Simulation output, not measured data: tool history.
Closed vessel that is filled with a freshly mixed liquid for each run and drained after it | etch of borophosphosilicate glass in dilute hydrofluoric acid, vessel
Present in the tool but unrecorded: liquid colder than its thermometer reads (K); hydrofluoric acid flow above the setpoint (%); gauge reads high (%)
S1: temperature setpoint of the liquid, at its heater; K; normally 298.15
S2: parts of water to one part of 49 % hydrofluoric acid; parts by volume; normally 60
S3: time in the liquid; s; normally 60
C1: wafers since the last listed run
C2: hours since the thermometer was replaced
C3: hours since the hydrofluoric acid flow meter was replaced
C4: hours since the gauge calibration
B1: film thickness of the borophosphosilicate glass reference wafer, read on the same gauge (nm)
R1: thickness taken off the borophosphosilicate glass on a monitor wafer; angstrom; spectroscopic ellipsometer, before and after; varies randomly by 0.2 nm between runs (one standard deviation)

Run 1, hour 0.0: usual settings; C1 0; C2 1222.3; C3 939.3; C4 128.5; B1 129.99. Result: R1 290.3 angstrom.
Run 2, hour 29.4: usual settings; C1 2459; C2 1251.7; C3 968.7; C4 157.9; B1 129.98. Result: R1 287.6 angstrom.
Run 3, hour 60.3: usual settings; C1 2585; C2 1282.6; C3 999.6; C4 188.8; B1 130.00. Result: R1 294.7 angstrom.
Run 4, hour 140.9: usual settings; C1 6743; C2 1363.2; C3 1080.2; C4 269.4; B1 130.01. Result: R1 296.5 angstrom.
Run 5, hour 159.8: usual settings but S1 299.15 K; C1 1581; C2 1382.1; C3 1099.1; C4 288.3; B1 129.99. Result: R1 304.2 angstrom.
Run 6, hour 187.4: usual settings; C1 2309; C2 1409.7; C3 1126.7; C4 315.9; B1 129.98. Result: R1 295.3 angstrom.
At hour 195.5: thermometer replaced.
Run 7, hour 215.9: usual settings; C1 2300; C2 20.4; C3 1155.2; C4 344.4; B1 130.00. Result: R1 300.6 angstrom.
Run 8, hour 248.0: usual settings; C1 2685; C2 52.5; C3 1187.3; C4 376.5; B1 130.01. Result: R1 295.0 angstrom.
Run 9, hour 275.7: usual settings but S2 45 parts by volume; C1 2317; C2 80.2; C3 1215.0; C4 404.2; B1 130.01. Result: R1 399.8 angstrom.
Run 10, hour 291.1: usual settings but S1 299.15 K; C1 1288; C2 95.6; C3 1230.4; C4 419.6; B1 129.99. Result: R1 311.1 angstrom.
Run 11, hour 319.7: usual settings; C1 2392; C2 124.2; C3 1259.0; C4 448.2; B1 130.01. Result: R1 301.4 angstrom.
Run 12, hour 352.4: usual settings; C1 2735; C2 156.9; C3 1291.7; C4 480.9; B1 130.01. Result: R1 302.1 angstrom.
At hour 367.5: gauge calibrated.
At hour 417.7: hydrofluoric acid flow meter replaced.
Run 13, hour 420.7: usual settings but S3 45 s; C1 5630; C2 225.2; C3 3.0; C4 53.2; B1 130.01. Result: R1 208.8 angstrom.
Run 14, hour 432.7: usual settings but S3 80 s; C1 1003; C2 237.2; C3 15.0; C4 65.2; B1 129.98. Result: R1 367.1 angstrom.
Run 15, hour 461.0: usual settings but S1 300.65 K, S2 70 parts by volume, S3 45 s; C1 2367; C2 265.5; C3 43.3; C4 93.5; B1 129.97. Result: R1 193.1 angstrom.
Run 16, hour 490.1: usual settings but S1 296.65 K, S2 45 parts by volume, S3 30 s; C1 2434; C2 294.6; C3 72.4; C4 122.6; B1 130.01. Result: R1 176.6 angstrom.
Run 17, hour 590.7: usual settings but S1 293.65 K, S2 85 parts by volume; C1 8416; C2 395.2; C3 173.0; C4 223.2; B1 130.00. Result: R1 157.8 angstrom.
Run 18, hour 603.8: usual settings but S1 295.15 K, S2 85 parts by volume, S3 30 s; C1 1096; C2 408.3; C3 186.1; C4 236.3; B1 130.01. Result: R1 84.4 angstrom.

For each run, the measured value with the value that run would have given without the tool's hidden condition subtracted. The run-to-run variation is shared by both, the gauge scatter possibly not:
run     R1
  1  +17.8
  2  +18.1
  3  +19.1
  4  +20.6
  5  +21.5
  6  +21.3
  7  +22.3
  8  +22.4
  9  +30.5
 10  +24.4
 11  +24.1
 12  +24.8
 13   +0.6
 14   +1.3
 15   +1.1
 16   +1.3
 17   +2.3
 18   +1.3
